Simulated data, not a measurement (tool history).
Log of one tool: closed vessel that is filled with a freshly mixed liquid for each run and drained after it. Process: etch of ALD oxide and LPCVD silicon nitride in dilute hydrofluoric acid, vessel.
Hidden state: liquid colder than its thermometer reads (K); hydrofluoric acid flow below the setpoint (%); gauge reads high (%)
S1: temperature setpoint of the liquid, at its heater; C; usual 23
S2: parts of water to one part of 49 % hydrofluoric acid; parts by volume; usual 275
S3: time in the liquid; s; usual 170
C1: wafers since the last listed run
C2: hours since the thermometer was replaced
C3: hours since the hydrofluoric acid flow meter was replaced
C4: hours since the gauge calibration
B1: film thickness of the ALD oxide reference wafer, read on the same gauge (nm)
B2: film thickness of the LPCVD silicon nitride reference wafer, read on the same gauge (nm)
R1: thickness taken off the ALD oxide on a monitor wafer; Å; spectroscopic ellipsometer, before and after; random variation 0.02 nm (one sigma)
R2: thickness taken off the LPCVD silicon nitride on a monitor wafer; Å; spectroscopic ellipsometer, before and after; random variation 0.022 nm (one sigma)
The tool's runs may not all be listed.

run,hour,S1,S2,S3,C1,C2,C3,C4,B1,B2,R1,R2
1,0,23,275,170,0,1145,1248.7,77.1,150.02,69.995,49.4,2.11
2,24.2,23,275,170,1722,1169.2,1272.9,101.3,149.99,69.966,49,2.24
3,53.6,23,275,170,2092,1198.6,1302.3,130.7,149.97,69.96,48.8,2.14
4,82.6,20,275,170,2064,1227.6,1331.3,159.7,150.01,70.051,43.8,1.61
5,98.8,20,275,170,1153,1243.8,1347.5,175.9,150.02,70.039,43.6,1.82
6,121.2,20,275,170,1594,1266.2,1369.9,198.3,150.01,69.996,43.4,1.76
7,142.1,23,315,110,1487,1287.1,1390.8,219.2,149.96,69.987,26.2,1.12
# hour 144.1: thermometer replaced
8,170.8,23,245,170,1971,26.7,1419.5,247.9,150.02,70.009,59.2,3.06
9,194.3,23,245,170,1672,50.2,1443,271.4,150.02,70.041,59,2.97
10,223.5,23,275,170,2078,79.4,1472.2,300.6,149.98,70.011,50.9,2.44
11,238.9,23,275,170,1096,94.8,1487.6,316,150.01,70.008,50.8,2.5
12,266,23,275,130,1929,121.9,1514.7,343.1,150.02,70,38.5,1.76
13,300.6,26.5,350,120,2463,156.5,1549.3,377.7,149.98,70.004,28.8,1.57
14,335,18,275,170,2448,190.9,1583.7,412.1,150,69.975,41.5,1.64
# hour 338: gauge calibrated
# hour 363.2: hydrofluoric acid flow meter replaced
15,363.7,20,275,170,1971,219.6,0.5,25.7,149.95,70.02,50.6,1.9
16,381.8,20,155,70,1288,237.7,18.6,43.8,149.98,69.967,41.6,1.51
17,408.9,23,275,260,1929,264.8,45.7,70.9,150.03,69.954,85.9,3.99
18,425.1,24.5,350,245,1153,281,61.9,87.1,149.96,69.965,62.1,2.7
19,456.7,23,275,195,2249,312.6,93.5,118.7,150.02,69.972,63.9,2.94
20,472.5,23,275,170,1124,328.4,109.3,134.5,149.99,69.971,55.9,2.93

5 ways to go on from here, each from the tool as it stands after run 20. What would each give?
A,473.2,23,275,170,49,329.1,110,135.2,?,?,?,?
B,473.2,27,360,75,49,329.1,110,135.2,?,?,?,?
C,473.2,21,395,170,49,329.1,110,135.2,?,?,?,?
D,473.2,20,220,215,49,329.1,110,135.2,?,?,?,?
E,473.2,20.5,210,125,49,329.1,110,135.2,?,?,?,?

run,B1,B2,R1,R2
A,149.98,70.061,56,2.52
B,149.98,70.061,19.9,1.08
C,149.98,70.061,32.6,1.56
D,149.98,70.061,83.6,3.26
E,149.98,70.061,52.4,2.05
Without the tool's hidden state the same runs would have given:
run,R1,R2
A,58.3,2.63
B,20.7,1.13
C,33.9,1.63
D,87,3.42
E,54.5,2.15
